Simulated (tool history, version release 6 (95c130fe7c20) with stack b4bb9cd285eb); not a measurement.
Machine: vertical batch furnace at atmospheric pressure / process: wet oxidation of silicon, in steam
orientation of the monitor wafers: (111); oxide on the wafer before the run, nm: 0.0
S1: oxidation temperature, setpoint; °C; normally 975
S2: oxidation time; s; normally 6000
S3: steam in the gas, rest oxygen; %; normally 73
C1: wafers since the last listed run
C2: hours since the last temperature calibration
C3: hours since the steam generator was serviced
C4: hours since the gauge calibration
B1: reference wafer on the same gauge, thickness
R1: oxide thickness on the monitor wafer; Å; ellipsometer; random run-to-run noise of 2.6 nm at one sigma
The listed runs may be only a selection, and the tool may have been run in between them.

run    hour   S1    S2  S3    C1      C2      C3      C4      B1      R1
  1       0  975  6000  73     0  2447.1  1675.6  1413.6  513.03  4586.1
  2    67.8  975  6000  73   544  2514.9  1743.4  1481.4  513.35  4543.6
  3   162.3  975  6000  73   758  2609.4  1837.9  1575.9  513.15  4472.9
  4   233.4  975  6000  73   570  2680.5    1909    1647  512.96  4526.4
  5   323.7  975  6000  73   725  2770.8  1999.3  1737.3  511.86  4516.6
  6   399.1  975  6000  73   605  2846.2  2074.7  1812.7  513.64  4506.5
  7   487.9  975  6000  73   713    2935  2163.5  1901.5  513.29  4481.6
  8   629.5  975  6000  73  1137  3076.6  2305.1  2043.1   512.5  4461.1
  9   699.2  975  6000  73   559  3146.3  2374.8  2112.8  513.41  4431.8
 10   742.4  975  6000  73   346  3189.5    2418    2156  512.17  4438.8
 11   796.1  975  6000  73   431  3243.2  2471.7  2209.7  512.96  4379.3
 12   861.5  975  6000  73   525  3308.6  2537.1  2275.1  513.38    4459
 13   961.1  975  6000  73   799  3408.2  2636.7  2374.7  513.43    4393
 14    1043  975  6000  73   657  3490.1  2718.6  2456.6  513.21  4373.3
     1087.9  -- steam generator serviced
 15    1112  975  6000  73   361  3559.1    24.1  2525.6  513.91  4573.4
 16    1207  975  6000  73   762  3654.1   119.1  2620.6  512.55  4613.2
 17  1288.9  975  6000  73   657    3736     201  2702.5  512.83  4635.7
 18  1387.8  975  6000  73   794  3834.9   299.9  2801.4   512.3  4613.9
     1422.7  -- gauge calibrated
 19  1487.6  954  4350  73   801  3934.7   399.7    64.9  513.46  3260.6
     1543.7  -- thermocouples replaced and temperature profile calibrated
 20  1554.8  963  6000  73   346    11.1   466.9   132.1  513.65  4265.5
 21  1611.8  975  8670  73   457    68.1   523.9   189.1  513.09    5787
 22  1675.4  975  8430  73   510   131.7   587.5   252.7  512.94  5698.5
 23    1763  952  5040  84   703   219.3   675.1   340.3  514.35  3857.7
 24  1862.7  962  7920  62   800     319   774.8     440  512.71  4507.8
 25  1966.9  964  6000  73   836   423.2     879   544.2  512.75  4261.7
 26  2005.3  951  4290  73   308   461.6   917.4   582.6  514.08  3084.5
 27  2049.5  985  4440  76   354   505.8   961.6   626.8  512.94  4110.8
 28  2109.4  975  6000  82   480   565.7  1021.5   686.7  512.01  4888.4
 29    2186  959  6000  73   615   642.3  1098.1   763.3  513.61  4139.4

Predict the results of run 30:
 30  2258  986  7020  73  578  714.3  1170.1  835.3   ?   ?

B1: 511.91
R1: 5346.3 Å
On a tool with no hidden condition, and with the same random variation, this run would have come out at R1 5446 Å.
